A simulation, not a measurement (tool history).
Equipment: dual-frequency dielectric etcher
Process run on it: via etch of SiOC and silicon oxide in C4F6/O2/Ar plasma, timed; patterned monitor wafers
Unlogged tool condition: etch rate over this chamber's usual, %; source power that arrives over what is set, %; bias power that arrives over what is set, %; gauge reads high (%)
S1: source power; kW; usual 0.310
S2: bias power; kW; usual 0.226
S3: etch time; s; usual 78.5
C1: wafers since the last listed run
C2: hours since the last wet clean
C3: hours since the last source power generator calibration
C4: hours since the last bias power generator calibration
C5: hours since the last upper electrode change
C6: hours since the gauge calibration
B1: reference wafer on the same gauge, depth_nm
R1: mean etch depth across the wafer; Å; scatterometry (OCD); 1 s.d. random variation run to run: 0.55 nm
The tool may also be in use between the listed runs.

run,hour,S1,S2,S3,C1,C2,C3,C4,C5,C6,B1,R1
1,0.0,0.250,0.203,78.5,0,249.5,1528.5,4367.6,972.8,958.6,98.8,763
2,49.0,0.250,0.203,78.5,621,298.5,1577.5,4416.6,1021.8,1007.6,99.0,767
# hour 94.5: wet clean of the chamber
3,113.8,0.250,0.203,78.5,517,19.3,1642.3,4481.4,1086.6,1072.4,98.9,773
4,174.0,0.360,0.226,78.5,763,79.5,1702.5,4541.6,1146.8,1132.6,98.6,917
5,234.7,0.310,0.226,78.5,769,140.2,1763.2,4602.3,1207.5,1193.3,98.7,873
6,292.6,0.310,0.226,78.5,733,198.1,1821.1,4660.2,1265.4,1251.2,98.6,863
7,346.3,0.310,0.244,78.5,680,251.8,1874.8,4713.9,1319.1,1304.9,98.6,886
8,395.4,0.310,0.226,63.0,622,300.9,1923.9,4763.0,1368.2,1354.0,98.8,685
9,461.8,0.310,0.226,78.5,841,367.3,1990.3,4829.4,1434.6,1420.4,98.7,853
# hour 503.6: wet clean of the chamber
10,759.6,0.310,0.226,78.5,3470,256.0,2288.1,5127.2,1732.4,1718.2,98.9,913
# hour 791.7: wet clean of the chamber, repeated, since the last time left the tool worse
11,803.4,0.310,0.239,78.5,251,11.7,2331.9,5171.0,1776.2,1762.0,99.0,898
# hour 837.2: gauge calibrated
12,859.7,0.340,0.226,59.0,713,68.0,2388.2,5227.3,1832.5,22.5,99.0,675
13,954.0,0.310,0.255,67.0,1195,162.3,2482.5,5321.6,1926.8,116.8,98.7,776
# hour 1002.1: source power generator calibrated
# hour 1049.3: bias power generator calibrated
14,1052.8,0.310,0.226,78.5,1151,261.1,50.7,3.5,2025.6,215.6,98.6,858
15,1159.3,0.330,0.281,95.5,1350,367.6,157.2,110.0,2132.1,322.1,99.0,1146
# hour 1203.9: wet clean of the chamber
# hour 1217.0: upper electrode replaced
16,1217.5,0.310,0.271,87.0,267,13.6,215.4,168.2,0.5,380.3,99.0,1050
17,1254.0,0.310,0.226,78.5,462,50.1,251.9,204.7,37.0,416.8,99.2,871

The next listed run, before its measurement:
18,1326.6,0.310,0.265,59.5,920,122.7,324.5,277.3,109.6,489.4,?,?

Logged for run 18: B1 98.7, R1 698 Å.
Were there no unlogged condition in the tool, this run, its random variation unchanged, would have produced R1 708 Å.

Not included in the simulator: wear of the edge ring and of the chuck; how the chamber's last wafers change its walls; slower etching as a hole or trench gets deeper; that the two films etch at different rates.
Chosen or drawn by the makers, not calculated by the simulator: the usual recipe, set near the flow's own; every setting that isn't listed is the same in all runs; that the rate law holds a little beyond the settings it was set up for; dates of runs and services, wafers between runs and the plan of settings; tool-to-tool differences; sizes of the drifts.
